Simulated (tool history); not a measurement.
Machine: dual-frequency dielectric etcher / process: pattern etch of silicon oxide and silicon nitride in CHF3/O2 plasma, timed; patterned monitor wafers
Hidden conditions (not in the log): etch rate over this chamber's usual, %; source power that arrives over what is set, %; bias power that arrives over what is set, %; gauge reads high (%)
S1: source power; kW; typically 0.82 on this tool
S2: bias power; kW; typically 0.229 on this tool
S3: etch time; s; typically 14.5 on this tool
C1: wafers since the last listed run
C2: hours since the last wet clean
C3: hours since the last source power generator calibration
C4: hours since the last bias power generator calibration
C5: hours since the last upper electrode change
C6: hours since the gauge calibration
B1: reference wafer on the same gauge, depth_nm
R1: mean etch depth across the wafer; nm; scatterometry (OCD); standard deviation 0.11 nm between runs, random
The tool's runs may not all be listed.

run     day    S1     S2    S3   C1     C2      C3      C4      C5     C6     B1     R1
  1       0  0.82  0.229  14.5    0  187.7    3877  2654.4  2873.9  178.5  28.24  27.09
  2   1.008  0.82  0.229  14.5  241  211.9  3901.2  2678.6  2898.1  202.7  28.21  26.92
  3   3.212  0.82  0.269  14.5  527  264.8  3954.1  2731.5    2951  255.6  28.21  27.98
  4   5.533  0.82  0.229  14.5  555  320.5  4009.8  2787.2  3006.7  311.3  28.17  26.62
  5   7.408  0.82  0.229  14.5  448  365.5  4054.8  2832.2  3051.7  356.3   28.2  26.81
  6    8.95  0.82  0.229  14.5  368  402.5  4091.8  2869.2  3088.7  393.3   28.2  26.45
     10.567  -- wet clean of the chamber
     11.038  -- gauge calibrated
     11.125  -- bias power generator calibrated
  7  11.221  0.82  0.229  14.5  264   15.7  4146.3     2.3  3143.2    4.4  28.21  27.31
     12.392  -- upper electrode replaced, of another model than before
  8  12.412  0.65  0.193  14.5   45   44.3  4174.9    30.9     0.5     33  28.19  22.56
  9    14.4  0.82  0.229    11  475     92  4222.6    78.6    48.2   80.7  28.21  20.57
     15.667  -- source power generator calibrated
 10  16.375  0.73  0.229  18.5  432  139.4      17     126    95.6  128.1  28.19  32.75
 11  18.862  0.82  0.177  14.5  595  199.1    76.7   185.7   155.3  187.8  28.23  24.22
 12    19.9  0.97  0.182  12.5  248    224   101.6   210.6   180.2  212.7   28.2  22.92
 13  21.229  0.69  0.255    17  318  255.9   133.5   242.5   212.1  244.6  28.17  29.99
 14  22.796  0.82  0.229    16  374  293.5   171.1   280.1   249.7  282.2  28.21  29.58
 15  24.092  0.82  0.229  14.5  310  324.6   202.2   311.2   280.8  313.3   28.2  26.76

Branching from run 15: 5 alternative next runs. What would each branch give?
  A  24.108  0.82  0.229  14.5   3  325  202.6  311.6  281.2  313.7   ?   ?
  B  24.108  0.82  0.173    11   3  325  202.6  311.6  281.2  313.7   ?   ?
  C  24.108  1.01  0.252    11   3  325  202.6  311.6  281.2  313.7   ?   ?
  D  24.108  0.75  0.198  12.5   3  325  202.6  311.6  281.2  313.7   ?   ?
  E  24.108  0.82  0.278  14.5   3  325  202.6  311.6  281.2  313.7   ?   ?

run     B1     R1
  A  28.21   26.5
  B  28.21  17.88
  C  28.21  23.14
  D  28.21  20.53
  E  28.21  28.73
With no hidden state in the tool, these same runs would have given:
run     R1
  A  27.32
  B  18.44
  C  23.86
  D  21.17
  E  29.62

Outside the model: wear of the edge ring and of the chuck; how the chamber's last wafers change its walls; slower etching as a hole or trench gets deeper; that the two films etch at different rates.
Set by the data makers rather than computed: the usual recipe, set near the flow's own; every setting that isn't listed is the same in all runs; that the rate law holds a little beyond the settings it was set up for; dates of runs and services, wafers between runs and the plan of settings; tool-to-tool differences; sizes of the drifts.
